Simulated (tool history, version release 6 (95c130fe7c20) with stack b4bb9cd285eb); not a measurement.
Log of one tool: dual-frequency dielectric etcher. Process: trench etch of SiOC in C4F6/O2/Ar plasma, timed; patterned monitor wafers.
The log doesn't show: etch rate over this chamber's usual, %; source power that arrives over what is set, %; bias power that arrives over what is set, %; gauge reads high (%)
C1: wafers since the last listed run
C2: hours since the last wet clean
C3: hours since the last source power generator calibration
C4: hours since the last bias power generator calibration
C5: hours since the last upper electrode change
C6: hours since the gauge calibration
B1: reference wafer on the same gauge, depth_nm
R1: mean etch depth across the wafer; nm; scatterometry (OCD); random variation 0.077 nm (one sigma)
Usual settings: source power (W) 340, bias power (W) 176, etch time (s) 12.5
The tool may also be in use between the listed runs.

{"run": 1, "hour": 0.0, "source power (W)": 340, "bias power (W)": 186, "etch time (s)": 11, "C1": 0, "C2": 277, "C3": 3893.4, "C4": 3448.6, "C5": 5089.9, "C6": 198.1, "B1": 27.12, "R1": 20.09}
{"run": 2, "hour": 16.1, "source power (W)": 340, "bias power (W)": 186, "etch time (s)": 11, "C1": 306, "C2": 293.1, "C3": 3909.5, "C4": 3464.7, "C5": 5106, "C6": 214.2, "B1": 27.1, "R1": 20.27}
{"run": 3, "hour": 31.2, "source power (W)": 340, "bias power (W)": 154, "etch time (s)": 12.5, "C1": 287, "C2": 308.2, "C3": 3924.6, "C4": 3479.8, "C5": 5121.1, "C6": 229.3, "B1": 27.1, "R1": 21.46}
{"run": 4, "hour": 46.2, "source power (W)": 340, "bias power (W)": 154, "etch time (s)": 12.5, "C1": 285, "C2": 323.2, "C3": 3939.6, "C4": 3494.8, "C5": 5136.1, "C6": 244.3, "B1": 27.1, "R1": 21.58}
{"run": 5, "hour": 63.9, "source power (W)": 340, "bias power (W)": 154, "etch time (s)": 12.5, "C1": 336, "C2": 340.9, "C3": 3957.3, "C4": 3512.5, "C5": 5153.8, "C6": 262, "B1": 27.11, "R1": 21.45}
{"run": 6, "hour": 70.9, "source power (W)": 340, "bias power (W)": 176, "etch time (s)": 12.5, "C1": 133, "C2": 347.9, "C3": 3964.3, "C4": 3519.5, "C5": 5160.8, "C6": 269, "B1": 27.12, "R1": 22.44}
{"run": 7, "hour": 85.3, "source power (W)": 340, "bias power (W)": 176, "etch time (s)": 12.5, "C1": 273, "C2": 362.3, "C3": 3978.7, "C4": 3533.9, "C5": 5175.2, "C6": 283.4, "B1": 27.12, "R1": 22.15}
{"run": 8, "hour": 101.2, "source power (W)": 340, "bias power (W)": 176, "etch time (s)": 10, "C1": 302, "C2": 378.2, "C3": 3994.6, "C4": 3549.8, "C5": 5191.1, "C6": 299.3, "B1": 27.09, "R1": 17.83}
{"run": 9, "hour": 112.1, "source power (W)": 340, "bias power (W)": 176, "etch time (s)": 10, "C1": 207, "C2": 389.1, "C3": 4005.5, "C4": 3560.7, "C5": 5202, "C6": 310.2, "B1": 27.09, "R1": 17.75}
{"run": 10, "hour": 120.0, "source power (W)": 340, "bias power (W)": 176, "etch time (s)": 10, "C1": 150, "C2": 397, "C3": 4013.4, "C4": 3568.6, "C5": 5209.9, "C6": 318.1, "B1": 27.09, "R1": 17.82}
{"run": 11, "hour": 126.1, "source power (W)": 340, "bias power (W)": 176, "etch time (s)": 12.5, "C1": 116, "C2": 403.1, "C3": 4019.5, "C4": 3574.7, "C5": 5216, "C6": 324.2, "B1": 27.11, "R1": 22.18}
{"hour": 132.3, "done": "source power generator calibrated"}
{"run": 12, "hour": 133.2, "source power (W)": 300, "bias power (W)": 176, "etch time (s)": 12.5, "C1": 58, "C2": 410.2, "C3": 0.9, "C4": 3581.8, "C5": 5223.1, "C6": 331.3, "B1": 27.1, "R1": 21.02}
{"run": 13, "hour": 149.6, "source power (W)": 300, "bias power (W)": 176, "etch time (s)": 12.5, "C1": 311, "C2": 426.6, "C3": 17.3, "C4": 3598.2, "C5": 5239.5, "C6": 347.7, "B1": 27.1, "R1": 21}
{"hour": 161.6, "done": "bias power generator calibrated"}
{"run": 14, "hour": 162.1, "source power (W)": 340, "bias power (W)": 176, "etch time (s)": 12.5, "C1": 161, "C2": 439.1, "C3": 29.8, "C4": 0.5, "C5": 5252, "C6": 360.2, "B1": 27.09, "R1": 22.1}
{"run": 15, "hour": 173.9, "source power (W)": 270, "bias power (W)": 198, "etch time (s)": 12.5, "C1": 224, "C2": 450.9, "C3": 41.6, "C4": 12.3, "C5": 5263.8, "C6": 372, "B1": 27.08, "R1": 20.79}
{"hour": 223.0, "done": "upper electrode replaced"}
{"run": 16, "hour": 223.5, "source power (W)": 340, "bias power (W)": 176, "etch time (s)": 12.5, "C1": 486, "C2": 500.5, "C3": 91.2, "C4": 61.9, "C5": 0.5, "C6": 421.6, "B1": 27.1, "R1": 21.88}
{"hour": 247.4, "done": "gauge calibrated"}
{"hour": 256.0, "done": "wet clean of the chamber"}
{"run": 17, "hour": 256.5, "source power (W)": 340, "bias power (W)": 150, "etch time (s)": 12.5, "C1": 171, "C2": 0.5, "C3": 124.2, "C4": 94.9, "C5": 33.5, "C6": 9.1, "B1": 27.11, "R1": 22.1}
{"run": 18, "hour": 256.8, "source power (W)": 340, "bias power (W)": 176, "etch time (s)": 12.5, "C1": 5, "C2": 0.8, "C3": 124.5, "C4": 95.2, "C5": 33.8, "C6": 9.4, "B1": 27.09, "R1": 23.26}
{"run": 19, "hour": 259.9, "source power (W)": 320, "bias power (W)": 139, "etch time (s)": 15.5, "C1": 58, "C2": 3.9, "C3": 127.6, "C4": 98.3, "C5": 36.9, "C6": 12.5, "B1": 27.09, "R1": 26.09}
{"run": 20, "hour": 266.4, "source power (W)": 370, "bias power (W)": 176, "etch time (s)": 10, "C1": 123, "C2": 10.4, "C3": 134.1, "C4": 104.8, "C5": 43.4, "C6": 19, "B1": 27.11, "R1": 19.35}
{"run": 21, "hour": 274.2, "source power (W)": 370, "bias power (W)": 216, "etch time (s)": 12.5, "C1": 148, "C2": 18.2, "C3": 141.9, "C4": 112.6, "C5": 51.2, "C6": 26.8, "B1": 27.09, "R1": 25.67}
{"run": 22, "hour": 290.0, "source power (W)": 310, "bias power (W)": 176, "etch time (s)": 12.5, "C1": 300, "C2": 34, "C3": 157.7, "C4": 128.4, "C5": 67, "C6": 42.6, "B1": 27.1, "R1": 22.29}
{"run": 23, "hour": 303.7, "source power (W)": 300, "bias power (W)": 200, "etch time (s)": 12.5, "C1": 260, "C2": 47.7, "C3": 171.4, "C4": 142.1, "C5": 80.7, "C6": 56.3, "B1": 27.08, "R1": 22.88}
{"run": 24, "hour": 310.2, "source power (W)": 340, "bias power (W)": 203, "etch time (s)": 14.5, "C1": 123, "C2": 54.2, "C3": 177.9, "C4": 148.6, "C5": 87.2, "C6": 62.8, "B1": 27.11, "R1": 28.09}
{"run": 25, "hour": 325.5, "source power (W)": 260, "bias power (W)": 198, "etch time (s)": 15, "C1": 291, "C2": 69.5, "C3": 193.2, "C4": 163.9, "C5": 102.5, "C6": 78.1, "B1": 27.1, "R1": 25.68}
{"run": 26, "hour": 337.6, "source power (W)": 340, "bias power (W)": 176, "etch time (s)": 12.5, "C1": 230, "C2": 81.6, "C3": 205.3, "C4": 176, "C5": 114.6, "C6": 90.2, "B1": 27.08, "R1": 22.99}

Hidden state or all else? Some run-to-run changes of R1, split into what the settings, what came in and random variation would give without the hidden state, and what is left for the hidden state (with any gauge scatter that isn't in both results):
Run 10 -> 11: etch time (s) 10 -> 12.5. R1 +4.36 nm: hidden state -0.2, all else +4.56.
Run 16 -> 17: bias power (W) 176 -> 150, gauge calibrated, wet clean of the chamber. R1 +0.22 nm: hidden state +1.34, all else -1.12.
Run 19 -> 20: source power (W) 320 -> 370, bias power (W) 139 -> 176, etch time (s) 15.5 -> 10. R1 -6.74 nm: hidden state -0.05, all else -6.69.
Run 20 -> 21: bias power (W) 176 -> 216, etch time (s) 10 -> 12.5. R1 +6.32 nm: hidden state +0.01, all else +6.31.
